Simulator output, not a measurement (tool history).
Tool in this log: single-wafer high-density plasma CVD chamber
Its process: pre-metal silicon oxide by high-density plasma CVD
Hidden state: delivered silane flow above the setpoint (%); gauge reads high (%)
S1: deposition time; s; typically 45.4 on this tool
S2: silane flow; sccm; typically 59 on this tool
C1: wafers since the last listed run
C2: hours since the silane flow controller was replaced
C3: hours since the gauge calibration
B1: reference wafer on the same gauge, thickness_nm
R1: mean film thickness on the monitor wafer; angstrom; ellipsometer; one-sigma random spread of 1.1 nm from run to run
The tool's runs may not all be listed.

{"run": 1, "hour": 0.0, "S1": 45.4, "S2": 59, "C1": 0, "C2": 1029.8, "C3": 106.3, "B1": 297.154, "R1": 2526.86}
{"run": 2, "hour": 22.8, "S1": 45.4, "S2": 59, "C1": 585, "C2": 1052.6, "C3": 129.1, "B1": 297.129, "R1": 2537.14}
{"run": 3, "hour": 39.0, "S1": 39.2, "S2": 59, "C1": 416, "C2": 1068.8, "C3": 145.3, "B1": 297.124, "R1": 2178.04}
{"run": 4, "hour": 61.0, "S1": 39.2, "S2": 59, "C1": 565, "C2": 1090.8, "C3": 167.3, "B1": 297.152, "R1": 2175.68}
{"run": 5, "hour": 89.6, "S1": 45.4, "S2": 55, "C1": 734, "C2": 1119.4, "C3": 195.9, "B1": 296.783, "R1": 2374.11}
{"run": 6, "hour": 111.9, "S1": 45.4, "S2": 55, "C1": 572, "C2": 1141.7, "C3": 218.2, "B1": 297.14, "R1": 2346.69}
{"run": 7, "hour": 146.8, "S1": 45.4, "S2": 59, "C1": 896, "C2": 1176.6, "C3": 253.1, "B1": 296.799, "R1": 2518.9}
{"run": 8, "hour": 159.0, "S1": 45.4, "S2": 59, "C1": 313, "C2": 1188.8, "C3": 265.3, "B1": 297.12, "R1": 2520.46}
{"run": 9, "hour": 231.3, "S1": 45.4, "S2": 59, "C1": 1857, "C2": 1261.1, "C3": 337.6, "B1": 296.977, "R1": 2529.95}
{"run": 10, "hour": 254.6, "S1": 45.4, "S2": 59, "C1": 598, "C2": 1284.4, "C3": 360.9, "B1": 296.869, "R1": 2517.89}
{"run": 11, "hour": 268.2, "S1": 41.8, "S2": 70, "C1": 349, "C2": 1298.0, "C3": 374.5, "B1": 297.134, "R1": 2695.2}
{"run": 12, "hour": 292.9, "S1": 38.4, "S2": 59, "C1": 634, "C2": 1322.7, "C3": 399.2, "B1": 297.153, "R1": 2112.04}
{"hour": 304.1, "done": "silane flow controller replaced"}
{"run": 13, "hour": 311.4, "S1": 40.3, "S2": 55, "C1": 269, "C2": 7.3, "C3": 417.7, "B1": 297.192, "R1": 2198.35}
{"run": 14, "hour": 339.4, "S1": 45.4, "S2": 59, "C1": 719, "C2": 35.3, "C3": 445.7, "B1": 296.893, "R1": 2625.76}
{"run": 15, "hour": 370.3, "S1": 45.4, "S2": 55, "C1": 793, "C2": 66.2, "C3": 476.6, "B1": 297.112, "R1": 2470.71}
{"run": 16, "hour": 389.7, "S1": 45.4, "S2": 59, "C1": 498, "C2": 85.6, "C3": 496.0, "B1": 296.711, "R1": 2611.7}
{"hour": 464.2, "done": "gauge calibrated"}
{"run": 17, "hour": 478.5, "S1": 51.2, "S2": 69, "C1": 2281, "C2": 174.4, "C3": 14.3, "B1": 296.866, "R1": 3382.72}

Forecast run 18:
{"run": 18, "hour": 517.4, "S1": 51.4, "S2": 50, "C1": 999, "C2": 213.3, "C3": 53.2, "B1": "?", "R1": "?"}

Logged for run 18: B1 297.060, R1 2554.17 angstrom.
Without the tool's hidden state the same run would have given R1 2597.66 angstrom.
